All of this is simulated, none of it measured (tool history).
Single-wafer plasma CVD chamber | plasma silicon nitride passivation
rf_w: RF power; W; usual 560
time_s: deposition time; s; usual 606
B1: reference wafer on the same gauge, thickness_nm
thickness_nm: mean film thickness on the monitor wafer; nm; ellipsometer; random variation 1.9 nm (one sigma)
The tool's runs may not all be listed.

run 1 hour=0 | rf_w=560 time_s=606 | B1=1039.075 | thickness_nm=892.308
run 2 hour=24.5 | rf_w=560 time_s=606 | B1=1039.329 | thickness_nm=894.481
run 3 hour=48.5 | rf_w=560 time_s=606 | B1=1038.962 | thickness_nm=891.948
run 4 hour=77.1 | rf_w=605 time_s=516 | B1=1038.993 | thickness_nm=771.346
run 5 hour=101 | rf_w=605 time_s=516 | B1=1038.603 | thickness_nm=771.629
run 6 hour=136.2 | rf_w=560 time_s=606 | B1=1039.212 | thickness_nm=894.099
run 7 hour=161.7 | rf_w=560 time_s=606 | B1=1039.044 | thickness_nm=893.035
run 8 hour=188.5 | rf_w=560 time_s=606 | B1=1039.323 | thickness_nm=893.832
run 9 hour=206.6 | rf_w=560 time_s=606 | B1=1038.98 | thickness_nm=893.166
run 10 hour=225.4 | rf_w=560 time_s=606 | B1=1038.47 | thickness_nm=896.734
run 11 hour=252.8 | rf_w=560 time_s=606 | B1=1038.438 | thickness_nm=892.207
run 12 hour=267.8 | rf_w=560 time_s=689 | B1=1039.161 | thickness_nm=1012.109
run 13 hour=289.6 | rf_w=560 time_s=671 | B1=1038.616 | thickness_nm=987.989
run 14 hour=321.5 | rf_w=560 time_s=671 | B1=1039.112 | thickness_nm=985.575
run 15 hour=353.5 | rf_w=560 time_s=606 | B1=1038.973 | thickness_nm=894.173
run 16 hour=384.5 | rf_w=560 time_s=606 | B1=1038.815 | thickness_nm=891.138
run 17 hour=413.5 | rf_w=495 time_s=606 | B1=1039.131 | thickness_nm=873.988
run 18 hour=437.7 | rf_w=495 time_s=606 | B1=1038.829 | thickness_nm=872.496
run 19 hour=461.8 | rf_w=495 time_s=606 | B1=1039.529 | thickness_nm=874.783
-- hour=489.2 gauge calibrated
run 20 hour=496.9 | rf_w=560 time_s=606 | B1=1039.178 | thickness_nm=889.256
run 21 hour=531.7 | rf_w=455 time_s=714 | B1=1039.441 | thickness_nm=1011.542
run 22 hour=546.3 | rf_w=560 time_s=687 | B1=1039.276 | thickness_nm=1012.906
run 23 hour=559.6 | rf_w=665 time_s=501 | B1=1039.269 | thickness_nm=765.182
run 24 hour=583.5 | rf_w=520 time_s=606 | B1=1039.067 | thickness_nm=878.226
-- hour=607.3 showerhead replaced
run 25 hour=618.2 | rf_w=660 time_s=514 | B1=1038.857 | thickness_nm=783.685
run 26 hour=637.7 | rf_w=605 time_s=486 | B1=1038.926 | thickness_nm=729.448
run 27 hour=659.2 | rf_w=560 time_s=672 | B1=1038.63 | thickness_nm=993.162
run 28 hour=682 | rf_w=495 time_s=606 | B1=1039.3 | thickness_nm=871.557
run 29 hour=707.3 | rf_w=590 time_s=539 | B1=1038.903 | thickness_nm=801.169
run 30 hour=741.5 | rf_w=560 time_s=606 | B1=1038.769 | thickness_nm=890.214
run 31 hour=756.6 | rf_w=560 time_s=606 | B1=1038.714 | thickness_nm=892.141
-- hour=770.8 RF generator calibrated
run 32 hour=777.7 | rf_w=560 time_s=492 | B1=1038.737 | thickness_nm=724.334
run 33 hour=789.8 | rf_w=460 time_s=606 | B1=1038.781 | thickness_nm=860.571
run 34 hour=814.2 | rf_w=520 time_s=574 | B1=1038.766 | thickness_nm=834.195
run 35 hour=828.9 | rf_w=560 time_s=606 | B1=1038.503 | thickness_nm=891.883
run 36 hour=856.2 | rf_w=610 time_s=504 | B1=1039.056 | thickness_nm=752.814
run 37 hour=881 | rf_w=530 time_s=570 | B1=1038.884 | thickness_nm=830.746
run 38 hour=907.2 | rf_w=465 time_s=515 | B1=1038.662 | thickness_nm=733.773
run 39 hour=931.2 | rf_w=670 time_s=540 | B1=1038.955 | thickness_nm=824.69
-- hour=964.5 gauge calibrated
run 40 hour=967 | rf_w=625 time_s=680 | B1=1038.968 | thickness_nm=1019.964

Forecast each of these 5 alternatives for the next run:
run A hour=967.6 | rf_w=560 time_s=606 | B1=? | thickness_nm=?
run B hour=967.6 | rf_w=450 time_s=654 | B1=? | thickness_nm=?
run C hour=967.6 | rf_w=560 time_s=501 | B1=? | thickness_nm=?
run D hour=967.6 | rf_w=655 time_s=486 | B1=? | thickness_nm=?
run E hour=967.6 | rf_w=475 time_s=606 | B1=? | thickness_nm=?

run=A B1=1039.059 thickness_nm=892.768
run=B B1=1039.059 thickness_nm=925.696
run=C B1=1039.059 thickness_nm=738.081
run=D B1=1039.059 thickness_nm=738.319
run=E B1=1039.059 thickness_nm=866.006
Without the tool's hidden state the same runs would have given:
run=A thickness_nm=892.768
run=B thickness_nm=925.696
run=C thickness_nm=738.081
run=D thickness_nm=738.319
run=E thickness_nm=866.006

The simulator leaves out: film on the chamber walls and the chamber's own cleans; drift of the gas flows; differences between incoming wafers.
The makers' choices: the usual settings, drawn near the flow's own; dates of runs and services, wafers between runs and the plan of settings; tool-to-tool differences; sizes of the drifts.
